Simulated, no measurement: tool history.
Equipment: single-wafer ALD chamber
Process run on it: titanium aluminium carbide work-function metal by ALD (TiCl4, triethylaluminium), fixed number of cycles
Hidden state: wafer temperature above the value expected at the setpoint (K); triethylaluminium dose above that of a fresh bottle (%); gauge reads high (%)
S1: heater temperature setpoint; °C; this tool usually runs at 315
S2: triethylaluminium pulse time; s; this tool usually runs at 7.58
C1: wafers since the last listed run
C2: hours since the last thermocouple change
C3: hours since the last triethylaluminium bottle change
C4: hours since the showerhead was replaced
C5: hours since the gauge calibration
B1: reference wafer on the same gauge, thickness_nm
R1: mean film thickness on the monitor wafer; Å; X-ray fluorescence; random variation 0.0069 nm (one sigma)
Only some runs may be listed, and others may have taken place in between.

run	day	S1	S2	C1	C2	C3	C4	C5	B1	R1
1	0	315	7.58	0	626.4	680.2	2926.3	204.8	2.272	22.24
2	0.321	315	7.58	134	634.1	687.9	2934	212.5	2.27	22.12
3	0.979	315	7.58	276	649.9	703.7	2949.8	228.3	2.27	22.26
4	1.479	315	7.58	209	661.9	715.7	2961.8	240.3	2.271	22.22
5	3.188	315	7.58	716	702.9	756.7	3002.8	281.3	2.27	22.11
6	4.854	315	7.58	698	742.9	796.7	3042.8	321.3	2.27	22.1
7	5.55	315	7.58	291	759.6	813.4	3059.5	338	2.27	22.02
# day 6.183: triethylaluminium bottle replaced
8	6.204	315	9.53	134	775.3	0.5	3075.2	353.7	2.27	23.73
9	8.125	315	9.53	805	821.4	46.6	3121.3	399.8	2.27	23.85
10	8.871	315	9.53	312	839.3	64.5	3139.2	417.7	2.271	23.78
# day 9.279: thermocouple changed; heater temperature recalibrated
11	9.329	315	7.58	52	1.2	75.5	3150.2	428.7	2.27	22.21
12	10.033	315	7.58	295	18.1	92.4	3167.1	445.6	2.27	22.3
13	10.571	315	7.58	225	31	105.3	3180	458.5	2.271	22.08
14	10.838	315	7.58	111	37.4	111.7	3186.4	464.9	2.27	22.26
15	11.392	315	7.58	232	50.7	125	3199.7	478.2	2.27	22.16
16	11.846	326	9.96	190	61.6	135.9	3210.6	489.1	2.271	24.53
17	12.392	315	7.58	228	74.7	149	3223.7	502.2	2.27	22.32
# day 12.408: gauge calibrated
18	12.967	315	7.58	241	88.5	162.8	3237.5	13.4	2.271	22.31
# day 13.483: showerhead replaced
19	13.504	315	5.44	85	101.4	175.7	0.5	26.3	2.27	19.81
20	13.621	303	5.35	48	104.2	178.5	3.3	29.1	2.272	18.45
21	14.196	330	5.33	241	118	192.3	17.1	42.9	2.27	20.98
22	14.875	315	7.58	284	134.3	208.6	33.4	59.2	2.271	22.3
23	15.183	310	5.17	129	141.7	216	40.8	66.6	2.27	18.73
24	15.888	304	5	295	158.6	232.9	57.7	83.5	2.27	17.89
25	16.371	325	7.58	202	170.2	244.5	69.3	95.1	2.27	23.36
26	17.05	302	9.99	284	186.5	260.8	85.6	111.4	2.27	21.97
27	18.258	300	8.75	506	215.5	289.8	114.6	140.4	2.27	21.42
28	18.825	329	7.58	237	229.1	303.4	128.2	154	2.271	23.82
29	19.188	301	4.8	151	237.8	312.1	136.9	162.7	2.27	17.19
30	19.625	322	7.58	183	248.3	322.6	147.4	173.2	2.269	23.08
31	20.192	302	7.58	237	261.9	336.2	161	186.8	2.27	21.11
32	20.55	326	6.52	150	270.5	344.8	169.6	195.4	2.27	22.33

5 ways to go on from here, each from the tool as it stands after run 32. What would each give?
A	20.567	315	8.83	6	270.9	345.2	170	195.8	?	?
B	20.567	327	10.55	6	270.9	345.2	170	195.8	?	?
C	20.567	323	9.21	6	270.9	345.2	170	195.8	?	?
D	20.567	308	9.16	6	270.9	345.2	170	195.8	?	?
E	20.567	315	9.6	6	270.9	345.2	170	195.8	?	?

run	B1	R1
A	2.271	23.03
B	2.271	24.92
C	2.271	24.06
D	2.271	22.42
E	2.271	23.33
With the hidden condition removed and each run's random variation left untouched, the same runs would have given:
run	R1
A	22.86
B	24.71
C	23.88
D	22.24
E	23.14

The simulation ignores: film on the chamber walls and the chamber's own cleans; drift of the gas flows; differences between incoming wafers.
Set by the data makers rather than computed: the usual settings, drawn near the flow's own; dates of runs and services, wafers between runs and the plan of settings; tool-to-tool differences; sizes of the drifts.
